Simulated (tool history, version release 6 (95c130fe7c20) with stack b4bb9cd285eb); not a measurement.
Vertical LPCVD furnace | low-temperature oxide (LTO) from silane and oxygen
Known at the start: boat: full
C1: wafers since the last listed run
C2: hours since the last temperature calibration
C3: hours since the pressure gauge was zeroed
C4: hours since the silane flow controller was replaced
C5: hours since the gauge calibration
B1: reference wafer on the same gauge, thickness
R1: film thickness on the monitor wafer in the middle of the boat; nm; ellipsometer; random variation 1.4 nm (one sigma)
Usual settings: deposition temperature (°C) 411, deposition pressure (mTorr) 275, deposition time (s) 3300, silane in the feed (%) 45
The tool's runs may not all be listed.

{"run": 1, "hour": 0.0, "deposition temperature (°C)": 404, "deposition pressure (mTorr)": 295, "deposition time (s)": 3300, "silane in the feed (%)": 45, "C1": 0, "C2": 5039.4, "C3": 1958.1, "C4": 2545.3, "C5": 303.3, "B1": 584.22, "R1": 698.69}
{"run": 2, "hour": 18.3, "deposition temperature (°C)": 411, "deposition pressure (mTorr)": 275, "deposition time (s)": 3300, "silane in the feed (%)": 45, "C1": 237, "C2": 5057.7, "C3": 1976.4, "C4": 2563.6, "C5": 321.6, "B1": 583.91, "R1": 695.1}
{"run": 3, "hour": 25.2, "deposition temperature (°C)": 411, "deposition pressure (mTorr)": 275, "deposition time (s)": 3300, "silane in the feed (%)": 45, "C1": 89, "C2": 5064.6, "C3": 1983.3, "C4": 2570.5, "C5": 328.5, "B1": 583.97, "R1": 696.84}
{"run": 4, "hour": 35.8, "deposition temperature (°C)": 411, "deposition pressure (mTorr)": 275, "deposition time (s)": 3300, "silane in the feed (%)": 45, "C1": 137, "C2": 5075.2, "C3": 1993.9, "C4": 2581.1, "C5": 339.1, "B1": 583.91, "R1": 697.75}
{"run": 5, "hour": 77.7, "deposition temperature (°C)": 411, "deposition pressure (mTorr)": 275, "deposition time (s)": 3300, "silane in the feed (%)": 45, "C1": 543, "C2": 5117.1, "C3": 2035.8, "C4": 2623, "C5": 381, "B1": 584.18, "R1": 692.67}
{"run": 6, "hour": 89.9, "deposition temperature (°C)": 405, "deposition pressure (mTorr)": 260, "deposition time (s)": 3300, "silane in the feed (%)": 45, "C1": 158, "C2": 5129.3, "C3": 2048, "C4": 2635.2, "C5": 393.2, "B1": 583.82, "R1": 617.38}
{"run": 7, "hour": 105.1, "deposition temperature (°C)": 411, "deposition pressure (mTorr)": 275, "deposition time (s)": 3300, "silane in the feed (%)": 45, "C1": 197, "C2": 5144.5, "C3": 2063.2, "C4": 2650.4, "C5": 408.4, "B1": 583.95, "R1": 693.23}
{"hour": 137.6, "done": "pressure gauge zeroed"}
{"hour": 143.5, "done": "thermocouples replaced and temperature profile calibrated"}
{"run": 8, "hour": 144.4, "deposition temperature (°C)": 411, "deposition pressure (mTorr)": 275, "deposition time (s)": 3300, "silane in the feed (%)": 45, "C1": 121, "C2": 0.9, "C3": 6.8, "C4": 2689.7, "C5": 447.7, "B1": 584.06, "R1": 723.37}
{"run": 9, "hour": 157.1, "deposition temperature (°C)": 411, "deposition pressure (mTorr)": 255, "deposition time (s)": 3300, "silane in the feed (%)": 45, "C1": 164, "C2": 13.6, "C3": 19.5, "C4": 2702.4, "C5": 460.4, "B1": 584.33, "R1": 669.68}
{"run": 10, "hour": 166.4, "deposition temperature (°C)": 411, "deposition pressure (mTorr)": 255, "deposition time (s)": 3300, "silane in the feed (%)": 45, "C1": 120, "C2": 22.9, "C3": 28.8, "C4": 2711.7, "C5": 469.7, "B1": 584.16, "R1": 668.78}
{"run": 11, "hour": 172.8, "deposition temperature (°C)": 411, "deposition pressure (mTorr)": 255, "deposition time (s)": 3300, "silane in the feed (%)": 45, "C1": 83, "C2": 29.3, "C3": 35.2, "C4": 2718.1, "C5": 476.1, "B1": 583.51, "R1": 668.05}
{"run": 12, "hour": 188.5, "deposition temperature (°C)": 411, "deposition pressure (mTorr)": 275, "deposition time (s)": 3300, "silane in the feed (%)": 45, "C1": 203, "C2": 45, "C3": 50.9, "C4": 2733.8, "C5": 491.8, "B1": 583.95, "R1": 722.32}
{"hour": 194.2, "done": "gauge calibrated"}
{"run": 13, "hour": 204.5, "deposition temperature (°C)": 411, "deposition pressure (mTorr)": 275, "deposition time (s)": 3300, "silane in the feed (%)": 45, "C1": 207, "C2": 61, "C3": 66.9, "C4": 2749.8, "C5": 10.3, "B1": 584.21, "R1": 723.46}
{"run": 14, "hour": 214.0, "deposition temperature (°C)": 411, "deposition pressure (mTorr)": 275, "deposition time (s)": 3300, "silane in the feed (%)": 45, "C1": 123, "C2": 70.5, "C3": 76.4, "C4": 2759.3, "C5": 19.8, "B1": 583.69, "R1": 719.34}
{"run": 15, "hour": 224.8, "deposition temperature (°C)": 411, "deposition pressure (mTorr)": 275, "deposition time (s)": 3300, "silane in the feed (%)": 45, "C1": 140, "C2": 81.3, "C3": 87.2, "C4": 2770.1, "C5": 30.6, "B1": 584.23, "R1": 720.39}
{"run": 16, "hour": 239.8, "deposition temperature (°C)": 411, "deposition pressure (mTorr)": 255, "deposition time (s)": 4560, "silane in the feed (%)": 50, "C1": 194, "C2": 96.3, "C3": 102.2, "C4": 2785.1, "C5": 45.6, "B1": 583.96, "R1": 1016.7}
{"run": 17, "hour": 249.7, "deposition temperature (°C)": 411, "deposition pressure (mTorr)": 245, "deposition time (s)": 3720, "silane in the feed (%)": 49, "C1": 128, "C2": 106.2, "C3": 112.1, "C4": 2795, "C5": 55.5, "B1": 584.04, "R1": 780.04}
{"run": 18, "hour": 261.4, "deposition temperature (°C)": 411, "deposition pressure (mTorr)": 275, "deposition time (s)": 3300, "silane in the feed (%)": 45, "C1": 151, "C2": 117.9, "C3": 123.8, "C4": 2806.7, "C5": 67.2, "B1": 584.19, "R1": 718.22}
{"run": 19, "hour": 276.0, "deposition temperature (°C)": 422, "deposition pressure (mTorr)": 335, "deposition time (s)": 3300, "silane in the feed (%)": 43, "C1": 189, "C2": 132.5, "C3": 138.4, "C4": 2821.3, "C5": 81.8, "B1": 583.84, "R1": 935.84}
{"hour": 331.3, "done": "silane flow controller replaced"}
{"run": 20, "hour": 331.8, "deposition temperature (°C)": 411, "deposition pressure (mTorr)": 340, "deposition time (s)": 2580, "silane in the feed (%)": 50, "C1": 412, "C2": 188.3, "C3": 194.2, "C4": 0.5, "C5": 137.6, "B1": 584.07, "R1": 766.52}
{"run": 21, "hour": 336.2, "deposition temperature (°C)": 411, "deposition pressure (mTorr)": 275, "deposition time (s)": 4530, "silane in the feed (%)": 50, "C1": 57, "C2": 192.7, "C3": 198.6, "C4": 4.9, "C5": 142, "B1": 584.09, "R1": 1085.01}
{"run": 22, "hour": 340.6, "deposition temperature (°C)": 411, "deposition pressure (mTorr)": 275, "deposition time (s)": 3300, "silane in the feed (%)": 41, "C1": 57, "C2": 197.1, "C3": 203, "C4": 9.3, "C5": 146.4, "B1": 583.65, "R1": 650.95}
{"run": 23, "hour": 345.0, "deposition temperature (°C)": 406, "deposition pressure (mTorr)": 275, "deposition time (s)": 3300, "silane in the feed (%)": 37, "C1": 57, "C2": 201.5, "C3": 207.4, "C4": 13.7, "C5": 150.8, "B1": 583.8, "R1": 546.24}
{"run": 24, "hour": 356.8, "deposition temperature (°C)": 411, "deposition pressure (mTorr)": 275, "deposition time (s)": 3300, "silane in the feed (%)": 45, "C1": 153, "C2": 213.3, "C3": 219.2, "C4": 25.5, "C5": 162.6, "B1": 584.42, "R1": 719.02}
{"run": 25, "hour": 370.8, "deposition temperature (°C)": 400, "deposition pressure (mTorr)": 240, "deposition time (s)": 3990, "silane in the feed (%)": 40, "C1": 181, "C2": 227.3, "C3": 233.2, "C4": 39.5, "C5": 176.6, "B1": 584.05, "R1": 592.9}
{"run": 26, "hour": 385.0, "deposition temperature (°C)": 421, "deposition pressure (mTorr)": 275, "deposition time (s)": 3300, "silane in the feed (%)": 45, "C1": 184, "C2": 241.5, "C3": 247.4, "C4": 53.7, "C5": 190.8, "B1": 583.79, "R1": 793.9}
{"run": 27, "hour": 395.0, "deposition temperature (°C)": 411, "deposition pressure (mTorr)": 235, "deposition time (s)": 3300, "silane in the feed (%)": 45, "C1": 129, "C2": 251.5, "C3": 257.4, "C4": 63.7, "C5": 200.8, "B1": 583.96, "R1": 611.86}
{"run": 28, "hour": 406.0, "deposition temperature (°C)": 411, "deposition pressure (mTorr)": 275, "deposition time (s)": 4530, "silane in the feed (%)": 50, "C1": 142, "C2": 262.5, "C3": 268.4, "C4": 74.7, "C5": 211.8, "B1": 584.45, "R1": 1082.24}
{"run": 29, "hour": 415.2, "deposition temperature (°C)": 411, "deposition pressure (mTorr)": 340, "deposition time (s)": 2580, "silane in the feed (%)": 50, "C1": 119, "C2": 271.7, "C3": 277.6, "C4": 83.9, "C5": 221, "B1": 583.84, "R1": 764.02}

3 ways to go on from here, each from the tool as it stands after run 29. What would each give?
{"run": "A", "hour": 419.7, "deposition temperature (°C)": 411, "deposition pressure (mTorr)": 275, "deposition time (s)": 3300, "silane in the feed (%)": 45, "C1": 58, "C2": 276.2, "C3": 282.1, "C4": 88.4, "C5": 225.5, "B1": "?", "R1": "?"}
{"run": "B", "hour": 419.7, "deposition temperature (°C)": 411, "deposition pressure (mTorr)": 275, "deposition time (s)": 4560, "silane in the feed (%)": 48, "C1": 58, "C2": 276.2, "C3": 282.1, "C4": 88.4, "C5": 225.5, "B1": "?", "R1": "?"}
{"run": "C", "hour": 419.7, "deposition temperature (°C)": 411, "deposition pressure (mTorr)": 225, "deposition time (s)": 2520, "silane in the feed (%)": 40, "C1": 58, "C2": 276.2, "C3": 282.1, "C4": 88.4, "C5": 225.5, "B1": "?", "R1": "?"}

run=A B1=583.69 R1=719.06
run=B B1=583.69 R1=1054.71
run=C B1=583.69 R1=394.99
Without the tool's hidden state the same runs would have given:
run=A R1=727.34
run=B R1=1066.86
run=C R1=400.57
